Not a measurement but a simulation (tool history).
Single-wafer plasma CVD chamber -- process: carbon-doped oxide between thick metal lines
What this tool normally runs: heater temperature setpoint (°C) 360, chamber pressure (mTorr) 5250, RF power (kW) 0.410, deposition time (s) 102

run   hour  heater temperature setpoint (°C)  chamber pressure (mTorr)  RF power (kW)  deposition time (s)  read-back reference wafer on the same gauge, thickness_nm  mean film thickness on the monitor wafer (Å)
  1    0.0                               360                      5250          0.375                  102                                                    387.133                                       3697.39
      13.6  -- gauge calibrated
  2   16.5                               360                      5730          0.410                  102                                                    387.034                                       4066.64
  3   27.5                               360                      5730          0.410                  102                                                    387.070                                       4077.92
  4   78.1                               360                      5730          0.410                  102                                                    387.034                                       4069.31
  5   88.2                               360                      5250          0.410                  116                                                    387.033                                       4595.66
  6   97.8                               360                      5250          0.410                  102                                                    387.070                                       4043.55
  7  108.8                               360                      5250          0.410                  102                                                    386.980                                       4046.27
  8  125.5                               360                      5250          0.410                  102                                                    387.039                                       4034.32
  9  141.7                               366                      5250          0.410                  102                                                    387.063                                       3971.71
 10  152.3                               366                      5250          0.410                  102                                                    386.876                                       3979.69
     164.0  -- gauge calibrated
     172.1  -- showerhead replaced
 11  172.6                               366                      5250          0.410                  102                                                    387.144                                       3972.96
 12  177.2                               360                      5250          0.410                   95                                                    387.083                                       3765.83
     194.1  -- capacitance manometer re-zeroed and calibrated
     198.1  -- thermocouple changed; heater temperature recalibrated
 13  198.6                               374                      5250          0.410                  102                                                    386.946                                       3894.45
 14  199.9                               371                      5250          0.345                  102                                                    387.121                                       3279.82
 15  215.9                               364                      5250          0.370                  102                                                    387.000                                       3593.24
     224.9  -- RF generator calibrated
 16  227.8                               347                      5250          0.410                   83                                                    386.984                                       3590.23
 17  241.1                               360                      5250          0.410                  102                                                    386.951                                       4241.18
 18  250.9                               365                      5250          0.410                  102                                                    386.953                                       4162.73
 19  266.4                               369                      6500          0.335                   92                                                    386.942                                       3072.07
 20  277.7                               360                      5250          0.410                  102                                                    386.908                                       4216.37
 21  292.6                               360                      5250          0.410                  117                                                    387.099                                       4826.36
 22  310.1                               360                      4020          0.375                   82                                                    387.052                                       3026.73

Run-by-run hidden state of the tool:
wafer temperature above the value expected at the setpoint (K): 0 across all the runs
true pressure above the setpoint (%): 0 across all the runs
gauge reads high (%): 0 across all the runs
H1: delivered RF power above the setpoint (%)
run      H1
  1   -4.83
  2   -4.86
  3   -4.88
  4   -4.97
  5   -4.98
  6      -5
  7   -5.01
  8   -5.04
  9   -5.06
 10   -5.07
 11    -5.1
 12    -5.1
 13   -5.13
 14   -5.13
 15   -5.15
 16  -0.167
 17  -0.351
 18  -0.483
 19  -0.685
 20  -0.827
 21   -1.01
 22   -1.21
